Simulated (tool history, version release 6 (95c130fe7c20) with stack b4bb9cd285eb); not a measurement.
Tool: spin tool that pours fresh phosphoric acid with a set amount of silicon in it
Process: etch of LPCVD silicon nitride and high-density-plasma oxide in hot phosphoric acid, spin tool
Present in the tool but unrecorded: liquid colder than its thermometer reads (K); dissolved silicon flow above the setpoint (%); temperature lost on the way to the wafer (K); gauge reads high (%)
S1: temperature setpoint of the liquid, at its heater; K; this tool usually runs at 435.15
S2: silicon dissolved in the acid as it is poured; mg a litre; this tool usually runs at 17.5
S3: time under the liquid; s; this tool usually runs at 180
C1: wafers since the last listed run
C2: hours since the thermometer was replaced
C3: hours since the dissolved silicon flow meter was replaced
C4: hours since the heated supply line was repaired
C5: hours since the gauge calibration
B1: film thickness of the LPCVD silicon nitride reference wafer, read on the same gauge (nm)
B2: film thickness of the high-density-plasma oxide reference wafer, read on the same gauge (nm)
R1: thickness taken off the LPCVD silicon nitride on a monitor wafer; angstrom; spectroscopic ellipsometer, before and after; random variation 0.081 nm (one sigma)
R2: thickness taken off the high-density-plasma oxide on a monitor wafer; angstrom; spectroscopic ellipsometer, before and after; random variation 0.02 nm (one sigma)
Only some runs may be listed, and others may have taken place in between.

run 1 hour=0.0 | S1=433.15 S2=17.5 S3=180 | C1=0 C2=94.6 C3=1545.3 C4=1303.6 C5=950.1 | B1=80.00 B2=129.999 | R1=146.8 R2=2.58
run 2 hour=30.6 | S1=435.15 S2=17.5 S3=180 | C1=240 C2=125.2 C3=1575.9 C4=1334.2 C5=980.7 | B1=79.99 B2=129.987 | R1=157.2 R2=3.17
run 3 hour=57.8 | S1=436.65 S2=17.5 S3=180 | C1=214 C2=152.4 C3=1603.1 C4=1361.4 C5=1007.9 | B1=79.99 B2=129.977 | R1=163.8 R2=3.21
run 4 hour=73.2 | S1=437.15 S2=17.5 S3=280 | C1=121 C2=167.8 C3=1618.5 C4=1376.8 C5=1023.3 | B1=79.98 B2=130.059 | R1=258.8 R2=5.85
run 5 hour=104.7 | S1=433.65 S2=12.0 S3=270 | C1=247 C2=199.3 C3=1650.0 C4=1408.3 C5=1054.8 | B1=80.01 B2=130.017 | R1=224.3 R2=4.95
run 6 hour=124.9 | S1=435.15 S2=17.5 S3=130 | C1=159 C2=219.5 C3=1670.2 C4=1428.5 C5=1075.0 | B1=80.01 B2=130.013 | R1=111.7 R2=2.22
run 7 hour=147.3 | S1=435.15 S2=11.0 S3=100 | C1=176 C2=241.9 C3=1692.6 C4=1450.9 C5=1097.4 | B1=80.02 B2=129.978 | R1=86.5 R2=1.89
run 8 hour=172.8 | S1=437.15 S2=12.5 S3=230 | C1=200 C2=267.4 C3=1718.1 C4=1476.4 C5=1122.9 | B1=80.00 B2=129.963 | R1=211.0 R2=5.40
-- hour=180.1 dissolved silicon flow meter replaced
run 9 hour=189.7 | S1=435.15 S2=17.5 S3=135 | C1=125 C2=284.3 C3=9.6 C4=1493.3 C5=1139.8 | B1=80.01 B2=129.976 | R1=117.0 R2=2.24
run 10 hour=222.5 | S1=433.65 S2=11.0 S3=180 | C1=258 C2=317.1 C3=42.4 C4=1526.1 C5=1172.6 | B1=79.99 B2=130.011 | R1=147.7 R2=3.06
run 11 hour=236.3 | S1=434.15 S2=9.5 S3=105 | C1=108 C2=330.9 C3=56.2 C4=1539.9 C5=1186.4 | B1=79.98 B2=129.984 | R1=87.8 R2=2.17
run 12 hour=257.1 | S1=433.15 S2=22.0 S3=105 | C1=163 C2=351.7 C3=77.0 C4=1560.7 C5=1207.2 | B1=79.99 B2=130.027 | R1=84.4 R2=1.30
-- hour=259.0 gauge calibrated
run 13 hour=276.7 | S1=435.15 S2=17.5 S3=180 | C1=154 C2=371.3 C3=96.6 C4=1580.3 C5=17.7 | B1=79.99 B2=130.008 | R1=153.3 R2=3.09
run 14 hour=292.4 | S1=433.15 S2=6.5 S3=270 | C1=123 C2=387.0 C3=112.3 C4=1596.0 C5=33.4 | B1=80.00 B2=129.985 | R1=216.8 R2=5.18
run 15 hour=314.5 | S1=436.65 S2=5.0 S3=180 | C1=173 C2=409.1 C3=134.4 C4=1618.1 C5=55.5 | B1=80.00 B2=129.983 | R1=162.1 R2=4.19
run 16 hour=341.4 | S1=435.15 S2=6.5 S3=70 | C1=211 C2=436.0 C3=161.3 C4=1645.0 C5=82.4 | B1=80.01 B2=130.005 | R1=60.1 R2=1.56
-- hour=342.5 heated supply line repaired
run 17 hour=365.5 | S1=435.15 S2=17.5 S3=180 | C1=181 C2=460.1 C3=185.4 C4=23.0 C5=106.5 | B1=79.99 B2=130.007 | R1=166.0 R2=3.55
run 18 hour=386.4 | S1=433.15 S2=11.5 S3=125 | C1=164 C2=481.0 C3=206.3 C4=43.9 C5=127.4 | B1=79.99 B2=130.016 | R1=107.6 R2=2.18
run 19 hour=415.0 | S1=436.65 S2=17.5 S3=245 | C1=225 C2=509.6 C3=234.9 C4=72.5 C5=156.0 | B1=79.99 B2=130.015 | R1=239.0 R2=5.75
run 20 hour=444.9 | S1=435.15 S2=17.5 S3=180 | C1=235 C2=539.5 C3=264.8 C4=102.4 C5=185.9 | B1=79.99 B2=129.999 | R1=165.1 R2=3.75
run 21 hour=457.4 | S1=432.65 S2=26.5 S3=220 | C1=98 C2=552.0 C3=277.3 C4=114.9 C5=198.4 | B1=79.99 B2=129.995 | R1=186.9 R2=2.52
run 22 hour=548.8 | S1=435.15 S2=17.5 S3=180 | C1=719 C2=643.4 C3=368.7 C4=206.3 C5=289.8 | B1=80.01 B2=130.012 | R1=164.7 R2=3.97

For some of the steps in R1 from one run to the next: how much would appear even if the tool had no hidden state, given the settings, what came in and random variation, and how much remains for the hidden state plus any gauge scatter that the measured result and the result without hidden state don't share?
Run 7 -> 8: S1 435.15 -> 437.15, S2 11.0 -> 12.5, S3 100 -> 230. R1 +124.5 angstrom: hidden state -11.7, all else +136.2.
Run 15 -> 16: S1 436.65 -> 435.15, S2 5.0 -> 6.5, S3 180 -> 70. R1 -102.0 angstrom: hidden state +10.5, all else -112.5.
Run 18 -> 19: S1 433.15 -> 436.65, S2 11.5 -> 17.5, S3 125 -> 245. R1 +131.4 angstrom: hidden state -3.8, all else +135.2.
